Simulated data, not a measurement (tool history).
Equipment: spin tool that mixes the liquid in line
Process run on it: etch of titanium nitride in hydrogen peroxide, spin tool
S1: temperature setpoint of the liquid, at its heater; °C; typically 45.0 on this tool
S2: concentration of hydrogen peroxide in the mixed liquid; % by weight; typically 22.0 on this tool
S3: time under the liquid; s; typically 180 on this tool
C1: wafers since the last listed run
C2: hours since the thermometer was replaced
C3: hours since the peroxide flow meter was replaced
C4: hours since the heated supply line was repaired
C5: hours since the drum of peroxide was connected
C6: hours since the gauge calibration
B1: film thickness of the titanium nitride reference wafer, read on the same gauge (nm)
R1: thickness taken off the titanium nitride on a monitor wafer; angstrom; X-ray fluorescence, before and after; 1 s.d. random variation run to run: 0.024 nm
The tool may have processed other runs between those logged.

run,day,S1,S2,S3,C1,C2,C3,C4,C5,C6,B1,R1
1,0.000,45.0,22.0,95,0,288.2,160.5,341.9,433.7,65.8,30.006,15.35
2,2.592,40.5,22.0,245,243,350.4,222.7,404.1,495.9,128.0,30.029,27.78
# day 3.367: new drum of peroxide connected
3,4.358,45.0,22.0,180,162,392.8,265.1,446.5,23.8,170.4,29.981,29.08
4,6.171,47.5,22.0,235,170,436.3,308.6,490.0,67.3,213.9,30.024,45.38
5,7.808,52.5,28.5,75,153,475.6,347.9,529.3,106.6,253.2,29.991,21.99
# day 9.146: thermometer replaced, repeated, since the last time left the tool worse
6,9.429,45.0,19.5,180,148,6.8,386.8,568.2,145.5,292.1,30.005,33.36
7,10.617,38.0,22.0,210,111,35.3,415.3,596.7,174.0,320.6,30.004,23.51
8,11.688,45.0,23.5,180,100,61.0,441.0,622.4,199.7,346.3,30.007,34.82
9,13.550,45.0,22.0,180,175,105.7,485.7,667.1,244.4,391.0,29.968,34.45
10,17.454,48.0,16.5,180,367,199.4,579.4,760.8,338.1,484.7,30.011,40.30
11,20.229,45.0,22.0,180,260,266.0,646.0,827.4,404.7,551.3,29.995,34.34
12,21.250,49.5,28.0,255,95,290.5,670.5,851.9,429.2,575.8,29.991,69.90
13,22.517,50.5,22.0,180,119,320.9,700.9,882.3,459.6,606.2,30.001,50.79
14,23.654,45.0,22.0,180,106,348.2,728.2,909.6,486.9,633.5,30.006,33.95
15,25.129,45.0,28.0,235,138,383.6,763.6,945.0,522.3,668.9,30.010,46.79
# day 25.875: new drum of peroxide connected
16,26.950,39.0,16.5,280,167,427.3,807.3,988.7,25.8,712.6,29.962,31.05
17,29.067,45.0,22.0,180,198,478.1,858.1,1039.5,76.6,763.4,30.001,33.71
18,31.096,45.0,22.0,240,190,526.8,906.8,1088.2,125.3,812.1,29.974,44.78
19,32.904,50.5,25.5,80,169,570.2,950.2,1131.6,168.7,855.5,30.001,23.33
20,36.892,45.0,22.0,180,374,665.9,1045.9,1227.3,264.4,951.2,30.026,33.69
21,38.888,50.0,22.0,180,187,713.8,1093.8,1275.2,312.3,999.1,29.994,48.10
22,40.538,45.0,28.0,235,155,753.4,1133.4,1314.8,351.9,1038.7,29.994,46.28
23,43.496,45.0,22.0,180,278,824.4,1204.4,1385.8,422.9,1109.7,30.015,33.28
24,45.358,45.0,22.0,180,175,869.1,1249.1,1430.5,467.6,1154.4,29.990,33.25
25,46.933,45.0,22.0,260,148,906.9,1286.9,1468.3,505.4,1192.2,30.005,47.88

Forecast each of these 4 alternatives for the next run:
A,46.954,45.0,22.0,180,1,907.4,1287.4,1468.8,505.9,1192.7,?,?
B,46.954,45.0,22.0,105,1,907.4,1287.4,1468.8,505.9,1192.7,?,?
C,46.954,45.0,26.5,180,1,907.4,1287.4,1468.8,505.9,1192.7,?,?
D,46.954,45.0,25.0,105,1,907.4,1287.4,1468.8,505.9,1192.7,?,?

run,B1,R1
A,30.022,33.24
B,30.022,19.39
C,30.022,34.62
D,30.022,19.94
With no hidden state in the tool, these same runs would have given:
run,R1
A,34.48
B,20.11
C,35.90
D,20.68
